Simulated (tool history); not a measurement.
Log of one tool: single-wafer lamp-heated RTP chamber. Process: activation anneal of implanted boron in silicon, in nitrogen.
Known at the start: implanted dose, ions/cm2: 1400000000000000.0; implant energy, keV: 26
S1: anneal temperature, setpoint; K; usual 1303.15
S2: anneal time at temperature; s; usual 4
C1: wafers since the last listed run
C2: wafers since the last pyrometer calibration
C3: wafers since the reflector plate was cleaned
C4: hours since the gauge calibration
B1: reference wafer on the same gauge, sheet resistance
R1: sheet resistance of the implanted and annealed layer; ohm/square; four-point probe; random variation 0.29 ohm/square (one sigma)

run	day	S1	S2	C1	C2	C3	C4	B1	R1
1	0.000	1286.15	5	0	796	8884	157.3	96.54	87.83
# day 0.400: gauge calibrated
2	0.725	1286.15	5	310	1107	9195	7.8	96.54	87.16
3	2.029	1286.15	5	558	1665	9753	39.1	96.54	86.37
4	3.350	1314.15	4	565	2231	10319	70.8	96.54	83.92
# day 4.358: pyrometer window cleaned and pyrometer calibrated
5	4.396	1314.15	4	305	16	10624	95.9	96.46	84.58
# day 5.504: reflector plate cleaned
6	5.525	1314.15	4	340	357	9	123.0	96.43	83.87
7	6.421	1303.15	4	383	741	393	144.5	96.46	85.07
8	7.088	1303.15	4	285	1026	678	160.5	96.48	85.35
9	7.975	1303.15	4	380	1406	1059	181.8	96.51	84.64
# day 8.596: gauge calibrated
10	8.675	1303.15	3	299	1706	1358	1.9	96.50	84.79
11	9.638	1330.15	3	412	2118	1771	25.0	96.49	82.89
# day 10.642: pyrometer window cleaned and pyrometer calibrated
12	10.662	1332.15	3	296	8	2067	49.6	96.45	83.52
13	11.200	1331.15	4	230	238	2297	62.5	96.43	83.17
14	12.629	1322.15	5	612	850	2909	96.8	96.59	83.16
15	13.450	1283.15	6	351	1202	3261	116.5	96.52	86.81
16	14.083	1303.15	4	271	1473	3532	131.7	96.41	84.73
17	15.092	1303.15	4	431	1905	3964	155.9	96.46	84.61
# day 15.592: pyrometer window cleaned and pyrometer calibrated
18	15.867	1311.15	5	189	118	4153	174.5	96.50	84.30

Forecast each of these 4 alternatives for the next run:
A	15.883	1323.15	4	7	125	4160	174.9	?	?
B	15.883	1319.15	6	7	125	4160	174.9	?	?
C	15.883	1311.15	4	7	125	4160	174.9	?	?
D	15.883	1330.15	5	7	125	4160	174.9	?	?

run	B1	R1
A	96.49	83.06
B	96.49	82.93
C	96.49	84.04
D	96.49	82.48
Without the tool's hidden state the same runs would have given:
run	R1
A	83.23
B	83.12
C	84.31
D	82.60
